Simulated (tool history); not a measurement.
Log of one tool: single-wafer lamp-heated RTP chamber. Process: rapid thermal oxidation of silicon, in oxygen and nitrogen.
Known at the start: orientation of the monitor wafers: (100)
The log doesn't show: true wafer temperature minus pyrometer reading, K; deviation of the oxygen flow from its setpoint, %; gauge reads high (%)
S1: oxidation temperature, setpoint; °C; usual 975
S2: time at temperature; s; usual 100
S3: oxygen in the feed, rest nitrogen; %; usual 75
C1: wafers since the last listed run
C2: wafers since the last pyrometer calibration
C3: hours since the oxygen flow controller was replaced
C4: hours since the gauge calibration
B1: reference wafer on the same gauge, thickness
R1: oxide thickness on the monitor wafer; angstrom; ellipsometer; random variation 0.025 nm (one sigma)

run 1 hour=0 | S1=994 S2=100 S3=63 | C1=0 C2=6171 C3=4074.3 C4=63.9 | B1=5.992 | R1=68.66
run 2 hour=63.9 | S1=994 S2=100 S3=63 | C1=769 C2=6941 C3=4138.2 C4=127.8 | B1=5.999 | R1=68.56
-- hour=120.7 pyrometer window cleaned and pyrometer calibrated
run 3 hour=142.6 | S1=975 S2=100 S3=75 | C1=851 C2=263 C3=4216.9 C4=206.5 | B1=6.014 | R1=63.48
run 4 hour=208.2 | S1=975 S2=100 S3=75 | C1=789 C2=1053 C3=4282.5 C4=272.1 | B1=6.025 | R1=63.15
run 5 hour=246 | S1=975 S2=100 S3=75 | C1=455 C2=1508 C3=4320.3 C4=309.9 | B1=6.033 | R1=63.63
run 6 hour=323.3 | S1=975 S2=100 S3=75 | C1=930 C2=2439 C3=4397.6 C4=387.2 | B1=6.038 | R1=63.85
run 7 hour=414.9 | S1=975 S2=100 S3=75 | C1=1102 C2=3542 C3=4489.2 C4=478.8 | B1=6.045 | R1=63.9
run 8 hour=454.6 | S1=975 S2=100 S3=75 | C1=478 C2=4020 C3=4528.9 C4=518.5 | B1=6.044 | R1=64.25
run 9 hour=527 | S1=986 S2=100 S3=75 | C1=871 C2=4892 C3=4601.3 C4=590.9 | B1=6.045 | R1=69.11
run 10 hour=572.6 | S1=986 S2=100 S3=75 | C1=549 C2=5441 C3=4646.9 C4=636.5 | B1=6.058 | R1=69.2
-- hour=617.8 pyrometer window cleaned and pyrometer calibrated
run 11 hour=672.1 | S1=986 S2=100 S3=75 | C1=1101 C2=653 C3=4746.4 C4=736 | B1=6.06 | R1=69.73
run 12 hour=766.2 | S1=975 S2=100 S3=75 | C1=1133 C2=1786 C3=4840.5 C4=830.1 | B1=6.063 | R1=63.78
run 13 hour=803.9 | S1=975 S2=100 S3=75 | C1=453 C2=2240 C3=4878.2 C4=867.8 | B1=6.072 | R1=64.27
run 14 hour=863.9 | S1=975 S2=100 S3=75 | C1=722 C2=2963 C3=4938.2 C4=927.8 | B1=6.071 | R1=64.5
run 15 hour=944.5 | S1=975 S2=100 S3=75 | C1=970 C2=3933 C3=5018.8 C4=1008.4 | B1=6.071 | R1=64.15
run 16 hour=986.8 | S1=975 S2=100 S3=75 | C1=509 C2=4442 C3=5061.1 C4=1050.7 | B1=6.073 | R1=63.97
-- hour=1141.7 pyrometer window cleaned and pyrometer calibrated
run 17 hour=1303.8 | S1=975 S2=100 S3=75 | C1=3720 C2=1951 C3=5378.1 C4=1367.7 | B1=6.081 | R1=64.45
-- hour=1362.9 oxygen flow controller replaced
-- hour=1471.4 gauge calibrated
run 18 hour=1478.4 | S1=975 S2=100 S3=75 | C1=2005 C2=3957 C3=115.5 C4=7 | B1=5.988 | R1=63.09
run 19 hour=1538.2 | S1=975 S2=100 S3=75 | C1=720 C2=4677 C3=175.3 C4=66.8 | B1=5.992 | R1=63.76
run 20 hour=1602.2 | S1=962 S2=127 S3=98 | C1=770 C2=5448 C3=239.3 C4=130.8 | B1=6.008 | R1=70.38
run 21 hour=1672.2 | S1=962 S2=127 S3=98 | C1=842 C2=6291 C3=309.3 C4=200.8 | B1=6.022 | R1=70.11
-- hour=1740.5 pyrometer window cleaned and pyrometer calibrated
run 22 hour=1750 | S1=975 S2=100 S3=95 | C1=840 C2=114 C3=387.1 C4=278.6 | B1=6.031 | R1=69.87
run 23 hour=1818.8 | S1=1004 S2=145 S3=87 | C1=828 C2=942 C3=455.9 C4=347.4 | B1=6.038 | R1=99.38
run 24 hour=1916.6 | S1=992 S2=71 S3=47 | C1=1177 C2=2120 C3=553.7 C4=445.2 | B1=6.045 | R1=53.12
run 25 hour=1953.1 | S1=1003 S2=86 S3=98 | C1=439 C2=2560 C3=590.2 C4=481.7 | B1=6.052 | R1=80.37
run 26 hour=2056.2 | S1=956 S2=138 S3=66 | C1=1241 C2=3801 C3=693.3 C4=584.8 | B1=6.059 | R1=61.35
run 27 hour=2093 | S1=999 S2=141 S3=75 | C1=443 C2=4244 C3=730.1 C4=621.6 | B1=6.067 | R1=89.59
run 28 hour=2141.1 | S1=998 S2=73 S3=75 | C1=579 C2=4823 C3=778.2 C4=669.7 | B1=6.069 | R1=66.28
run 29 hour=2206.6 | S1=975 S2=100 S3=64 | C1=788 C2=5612 C3=843.7 C4=735.2 | B1=6.076 | R1=60.89
run 30 hour=2306.9 | S1=975 S2=100 S3=75 | C1=1207 C2=6819 C3=944 C4=835.5 | B1=6.069 | R1=64.05
-- hour=2335.5 pyrometer window cleaned and pyrometer calibrated
run 31 hour=2399.8 | S1=993 S2=121 S3=75 | C1=1022 C2=774 C3=1036.9 C4=928.4 | B1=6.071 | R1=79.48
run 32 hour=2437.3 | S1=954 S2=126 S3=89 | C1=451 C2=1225 C3=1074.4 C4=965.9 | B1=6.088 | R1=63.91
run 33 hour=2532.9 | S1=967 S2=100 S3=64 | C1=1151 C2=2376 C3=1170 C4=1061.5 | B1=6.074 | R1=57.44
run 34 hour=2596.9 | S1=997 S2=100 S3=75 | C1=770 C2=3147 C3=1234 C4=1125.5 | B1=6.085 | R1=75.85
run 35 hour=2691.6 | S1=1005 S2=136 S3=91 | C1=1140 C2=4287 C3=1328.7 C4=1220.2 | B1=6.086 | R1=99.26
run 36 hour=2739 | S1=975 S2=100 S3=75 | C1=570 C2=4858 C3=1376.1 C4=1267.6 | B1=6.084 | R1=64.48
run 37 hour=2810.7 | S1=946 S2=100 S3=75 | C1=863 C2=5721 C3=1447.8 C4=1339.3 | B1=6.08 | R1=51.77

How the hidden state differs across the entries between the runs, from the last listed run before each to the first after it:
Between runs 2 and 3: pyrometer window cleaned and pyrometer calibrated (hour 120.7)
  gauge reads high (%): 0.49 -> 0.704
  measured less the result without the state, R1: +0.34 -> +0.45 angstrom
Between runs 10 and 11: pyrometer window cleaned and pyrometer calibrated (hour 617.8)
  gauge reads high (%): 1.43 -> 1.53
  measured less the result without the state, R1: +0.98 -> +1.05 angstrom
Between runs 16 and 17: pyrometer window cleaned and pyrometer calibrated (hour 1141.7)
  gauge reads high (%): 1.73 -> 1.84
  measured less the result without the state, R1: +1.09 -> +1.17 angstrom
Between runs 17 and 18: oxygen flow controller replaced (hour 1362.9); gauge calibrated (hour 1471.4)
  gauge reads high (%): 1.84 -> 0.222
  measured less the result without the state, R1: +1.17 -> +0.14 angstrom
Between runs 21 and 22: pyrometer window cleaned and pyrometer calibrated (hour 1740.5)
  gauge reads high (%): 0.822 -> 1
  measured less the result without the state, R1: +0.58 -> +0.7 angstrom
Between runs 30 and 31: pyrometer window cleaned and pyrometer calibrated (hour 2335.5)
  gauge reads high (%): 1.74 -> 1.8
  measured less the result without the state, R1: +1.09 -> +1.41 angstrom
